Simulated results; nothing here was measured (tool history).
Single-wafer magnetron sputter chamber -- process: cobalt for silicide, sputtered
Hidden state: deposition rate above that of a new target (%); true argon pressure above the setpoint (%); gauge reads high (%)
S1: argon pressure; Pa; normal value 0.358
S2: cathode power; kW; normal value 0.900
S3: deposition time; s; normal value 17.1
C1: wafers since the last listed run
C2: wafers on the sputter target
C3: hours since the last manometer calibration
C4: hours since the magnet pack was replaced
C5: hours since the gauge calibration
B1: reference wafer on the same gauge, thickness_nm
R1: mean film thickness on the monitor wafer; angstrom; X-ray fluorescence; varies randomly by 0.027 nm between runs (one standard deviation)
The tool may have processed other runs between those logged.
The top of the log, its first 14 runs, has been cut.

run	day	S1	S2	S3	C1	C2	C3	C4	C5	B1	R1
15	38.658	0.358	0.900	17.1	1880	4981	928.6	7113.9	3649.2	8.679	85.56
# day 42.821: gauge calibrated
16	42.908	0.358	0.900	17.1	2959	7941	1030.6	7215.9	2.1	8.693	85.00
17	47.367	0.358	0.800	17.1	3104	11046	1137.6	7322.9	109.1	8.685	75.66
18	49.042	0.358	1.050	17.1	1166	12212	1177.8	7363.1	149.3	8.691	98.86
19	53.162	0.358	0.900	19.9	2869	15082	1276.7	7462.0	248.2	8.695	98.84
# day 53.500: sputter target and shields replaced
20	54.683	0.358	1.000	14.9	826	823	1313.2	7498.5	284.7	8.685	82.30
21	57.517	0.241	0.700	20.5	1973	2796	1381.2	7566.5	352.7	8.687	81.73
22	60.604	0.358	0.900	17.1	2150	4946	1455.3	7640.6	426.8	8.686	84.86
# day 64.083: magnet pack replaced
23	64.408	0.426	0.750	17.1	2417	7363	1546.6	7.8	518.1	8.690	69.44
24	67.383	0.358	0.900	17.1	2071	9435	1618.0	79.2	589.5	8.688	85.12
25	70.350	0.358	1.050	17.1	2066	11501	1689.2	150.4	660.7	8.685	98.63
26	71.912	0.358	0.900	17.1	1088	12589	1726.7	187.9	698.2	8.688	84.78
# day 74.329: capacitance manometer re-zeroed and calibrated
27	75.012	0.358	0.800	19.9	1926	14516	16.4	262.3	772.6	8.690	87.68
# day 77.867: sputter target and shields replaced
28	79.188	0.322	0.800	15.9	2675	919	116.6	362.5	872.8	8.691	71.15
29	82.417	0.358	0.950	17.1	2248	3168	194.1	440.0	950.3	8.693	89.73
30	87.288	0.358	0.900	17.1	3392	6560	311.0	556.9	1067.2	8.686	85.30
31	90.854	0.476	1.100	19.2	2483	9044	396.6	642.5	1152.8	8.703	112.64
32	93.100	0.495	0.850	20.3	1564	10608	450.5	696.4	1206.7	8.695	92.29
33	96.375	0.451	1.000	19.3	2280	12888	529.1	775.0	1285.3	8.688	103.60
34	100.554	0.294	1.050	19.7	2910	15799	629.4	875.3	1385.6	8.694	116.47

Here are 5 independent what-if runs from the current tool condition. What would each one return?
A	100.571	0.276	0.900	17.1	11	15810	629.8	875.7	1386.0	?	?
B	100.571	0.287	0.950	17.1	11	15810	629.8	875.7	1386.0	?	?
C	100.571	0.406	0.850	17.1	11	15810	629.8	875.7	1386.0	?	?
D	100.571	0.256	1.100	19.7	11	15810	629.8	875.7	1386.0	?	?
E	100.571	0.500	1.100	17.1	11	15810	629.8	875.7	1386.0	?	?

run	B1	R1
A	8.681	87.32
B	8.681	91.90
C	8.681	79.71
D	8.681	123.59
E	8.681	100.68
With the hidden condition removed and each run's random variation left untouched, the same runs would have given:
run	R1
A	87.32
B	91.90
C	79.71
D	123.59
E	100.68
